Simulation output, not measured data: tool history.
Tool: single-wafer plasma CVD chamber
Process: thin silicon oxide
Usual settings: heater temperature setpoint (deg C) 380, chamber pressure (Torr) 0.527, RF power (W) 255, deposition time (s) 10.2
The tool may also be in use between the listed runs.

run	hour	heater temperature setpoint (deg C)	chamber pressure (Torr)	RF power (W)	deposition time (s)	read-back reference wafer on the same gauge, thickness_nm	mean film thickness on the monitor wafer (nm)
1	0	377	0.527	215	10.2	10.506	9.775
2	14.8	380	0.527	255	10.2	10.498	10.835
3	47.6	380	0.527	255	10.2	10.5	10.874
4	73.6	386	0.527	275	10.2	10.499	11.281
5	93.6	380	0.575	255	10.2	10.503	11.864
6	117.2	392	0.527	255	10.2	10.5	10.782
7	139	370	0.582	210	10.9	10.5	11.341
8	173	380	0.527	305	11.9	10.502	13.924
# hour 185.6: capacitance manometer re-zeroed and calibrated
9	196	393	0.399	215	8.8	10.5	6.427
10	228.8	380	0.466	230	8.6	10.502	7.775
11	245	380	0.527	255	10.2	10.5	11.123
12	271.6	369	0.573	235	9.1	10.499	10.33
13	298.2	380	0.527	305	9	10.501	10.795
14	332.9	380	0.527	305	10.2	10.497	12.231
15	346.2	384	0.617	255	11.2	10.497	14.185
16	368.3	380	0.628	255	10.2	10.498	13.153
17	383.9	380	0.572	255	10.2	10.501	12.055
18	397.9	368	0.435	255	9.6	10.499	8.665
# hour 418.2: thermocouple changed; heater temperature recalibrated
19	428.3	380	0.527	255	10.2	10.498	11.087
# hour 441.1: gauge calibrated
20	448.7	373	0.446	255	10.2	10.498	9.416
21	477.1	380	0.527	255	10.2	10.506	11.086
22	506.7	380	0.527	255	10.2	10.503	11.092
23	527.9	380	0.527	255	10.2	10.496	11.139
24	553.7	373	0.491	295	11.1	10.499	12.21
25	605.5	380	0.527	255	10.2	10.497	11.094
26	619	370	0.582	210	10.9	10.5	11.627
27	653.7	380	0.527	205	10.2	10.502	9.617
28	680.8	380	0.527	255	10.2	10.5	11.042

The same runs without the tool's hidden state, with the same run-to-run variation:
The hidden state here: wafer temperature above the value expected at the setpoint (K); delivered RF power above the setpoint (%); true pressure above the setpoint (%); gauge reads high (%).
run	mean film thickness on the monitor wafer (nm)
1	10.02
2	11.111
3	11.162
4	11.589
5	12.194
6	11.09
7	11.673
8	14.346
9	6.452
10	7.803
11	11.164
12	10.367
13	10.835
14	12.277
15	14.237
16	13.202
17	12.102
18	8.702
19	11.131
20	9.458
21	11.133
22	11.141
23	11.188
24	12.266
25	11.148
26	11.685
27	9.667
28	11.101
